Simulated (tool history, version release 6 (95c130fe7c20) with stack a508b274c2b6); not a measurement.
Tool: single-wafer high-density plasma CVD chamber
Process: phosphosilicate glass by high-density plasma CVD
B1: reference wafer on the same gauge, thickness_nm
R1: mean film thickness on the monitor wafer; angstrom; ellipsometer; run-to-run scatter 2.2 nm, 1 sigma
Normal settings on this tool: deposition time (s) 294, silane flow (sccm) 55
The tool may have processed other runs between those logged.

{"run": 1, "hour": 0.0, "deposition time (s)": 294, "silane flow (sccm)": 55, "B1": 1780.491, "R1": 14964.41}
{"run": 2, "hour": 6.2, "deposition time (s)": 294, "silane flow (sccm)": 55, "B1": 1780.757, "R1": 14989.97}
{"run": 3, "hour": 18.8, "deposition time (s)": 294, "silane flow (sccm)": 55, "B1": 1780.263, "R1": 14939.73}
{"run": 4, "hour": 33.0, "deposition time (s)": 319, "silane flow (sccm)": 55, "B1": 1780.291, "R1": 16161.92}
{"run": 5, "hour": 39.3, "deposition time (s)": 331, "silane flow (sccm)": 55, "B1": 1779.797, "R1": 16846.8}
{"run": 6, "hour": 48.9, "deposition time (s)": 294, "silane flow (sccm)": 55, "B1": 1780.238, "R1": 14925.32}
{"run": 7, "hour": 63.0, "deposition time (s)": 294, "silane flow (sccm)": 55, "B1": 1778.949, "R1": 14943.85}
{"run": 8, "hour": 76.7, "deposition time (s)": 294, "silane flow (sccm)": 55, "B1": 1780.178, "R1": 14925.72}
{"run": 9, "hour": 87.9, "deposition time (s)": 294, "silane flow (sccm)": 55, "B1": 1780.124, "R1": 14940.19}
{"run": 10, "hour": 96.0, "deposition time (s)": 294, "silane flow (sccm)": 55, "B1": 1781.41, "R1": 14935.01}
{"run": 11, "hour": 109.7, "deposition time (s)": 294, "silane flow (sccm)": 55, "B1": 1780.425, "R1": 14946.77}
{"run": 12, "hour": 118.0, "deposition time (s)": 311, "silane flow (sccm)": 58, "B1": 1779.954, "R1": 16547.97}
{"run": 13, "hour": 131.8, "deposition time (s)": 294, "silane flow (sccm)": 64, "B1": 1779.603, "R1": 16928.78}
{"hour": 139.1, "done": "gauge calibrated"}
{"run": 14, "hour": 144.9, "deposition time (s)": 235, "silane flow (sccm)": 52, "B1": 1780.239, "R1": 11400.92}
{"run": 15, "hour": 161.2, "deposition time (s)": 294, "silane flow (sccm)": 50, "B1": 1781.2, "R1": 13862.0}
{"hour": 170.3, "done": "silane flow controller replaced"}
{"run": 16, "hour": 213.8, "deposition time (s)": 346, "silane flow (sccm)": 64, "B1": 1779.701, "R1": 19954.87}
{"run": 17, "hour": 220.4, "deposition time (s)": 327, "silane flow (sccm)": 45, "B1": 1780.794, "R1": 14194.82}
{"run": 18, "hour": 232.7, "deposition time (s)": 346, "silane flow (sccm)": 48, "B1": 1779.362, "R1": 15815.09}
{"run": 19, "hour": 243.6, "deposition time (s)": 235, "silane flow (sccm)": 52, "B1": 1778.475, "R1": 11414.02}
{"run": 20, "hour": 260.1, "deposition time (s)": 348, "silane flow (sccm)": 59, "B1": 1780.35, "R1": 18735.8}
{"run": 21, "hour": 269.7, "deposition time (s)": 261, "silane flow (sccm)": 52, "B1": 1780.139, "R1": 12661.66}
{"run": 22, "hour": 282.3, "deposition time (s)": 294, "silane flow (sccm)": 55, "B1": 1779.898, "R1": 14987.79}

Give the tool's hidden conditions for every run:
delivered silane flow above the setpoint (%): 0 in every run
gauge reads high (%): 0 in every run
